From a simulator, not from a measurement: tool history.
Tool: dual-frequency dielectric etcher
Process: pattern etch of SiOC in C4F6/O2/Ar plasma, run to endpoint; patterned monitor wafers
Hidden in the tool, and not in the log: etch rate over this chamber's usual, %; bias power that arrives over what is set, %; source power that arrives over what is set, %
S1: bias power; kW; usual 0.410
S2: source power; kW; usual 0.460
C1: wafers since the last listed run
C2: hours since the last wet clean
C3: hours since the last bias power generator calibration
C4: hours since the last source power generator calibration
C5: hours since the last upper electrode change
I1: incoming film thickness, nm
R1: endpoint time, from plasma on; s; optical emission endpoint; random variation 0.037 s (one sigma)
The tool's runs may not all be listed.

run	hour	S1	S2	C1	C2	C3	C4	C5	I1	R1
1	0.0	0.410	0.460	0	17.0	1350.9	4654.7	3669.3	26.45	9.7
2	60.1	0.410	0.460	1019	77.1	1411.0	4714.8	3729.4	26.10	9.7
3	96.3	0.410	0.460	613	113.3	1447.2	4751.0	3765.6	26.28	9.7
4	177.5	0.410	0.460	1376	194.5	1528.4	4832.2	3846.8	26.27	9.6
5	233.4	0.410	0.460	947	250.4	1584.3	4888.1	3902.7	26.26	9.6
6	290.2	0.410	0.460	963	307.2	1641.1	4944.9	3959.5	26.11	9.6
7	340.0	0.410	0.460	844	357.0	1690.9	4994.7	4009.3	26.37	9.7
# hour 404.0: upper electrode replaced
8	404.5	0.410	0.460	686	421.5	1755.4	5059.2	0.5	26.12	9.5
# hour 431.9: source power generator calibrated
# hour 447.3: wet clean of the chamber
9	451.3	0.410	0.460	464	4.0	1802.2	19.4	47.3	25.91	9.6
10	517.3	0.410	0.570	1119	70.0	1868.2	85.4	113.3	26.08	9.3
11	567.2	0.491	0.430	846	119.9	1918.1	135.3	163.2	25.94	8.9
12	611.4	0.478	0.460	749	164.1	1962.3	179.5	207.4	26.34	9.0
13	688.2	0.332	0.510	1302	240.9	2039.1	256.3	284.2	26.27	10.5
# hour 693.6: bias power generator calibrated
14	738.7	0.478	0.390	788	291.4	45.1	306.8	334.7	25.98	9.1
15	818.8	0.410	0.460	1358	371.5	125.2	386.9	414.8	25.96	9.4
# hour 885.4: wet clean of the chamber
16	908.9	0.362	0.580	1120	23.5	215.3	477.0	504.9	26.04	9.8
17	990.8	0.332	0.570	1388	105.4	297.2	558.9	586.8	26.06	10.3
18	1072.9	0.410	0.460	1392	187.5	379.3	641.0	668.9	26.01	9.5
19	1138.5	0.466	0.540	1112	253.1	444.9	706.6	734.5	26.32	8.8

Hidden state at the last listed run before each entry between runs and at the first one after, where it differs:
Between runs 7 and 8: upper electrode replaced (hour 404.0)
  etch rate over this chamber's usual, %: 1.9 -> 2.26
Between runs 8 and 9: source power generator calibrated (hour 431.9); wet clean of the chamber (hour 447.3)
  etch rate over this chamber's usual, %: 2.26 -> 0.0729
Between runs 13 and 14: bias power generator calibrated (hour 693.6)
  etch rate over this chamber's usual, %: 1.37 -> 1.65
Between runs 15 and 16: wet clean of the chamber (hour 885.4)
  etch rate over this chamber's usual, %: 2.09 -> 0.315

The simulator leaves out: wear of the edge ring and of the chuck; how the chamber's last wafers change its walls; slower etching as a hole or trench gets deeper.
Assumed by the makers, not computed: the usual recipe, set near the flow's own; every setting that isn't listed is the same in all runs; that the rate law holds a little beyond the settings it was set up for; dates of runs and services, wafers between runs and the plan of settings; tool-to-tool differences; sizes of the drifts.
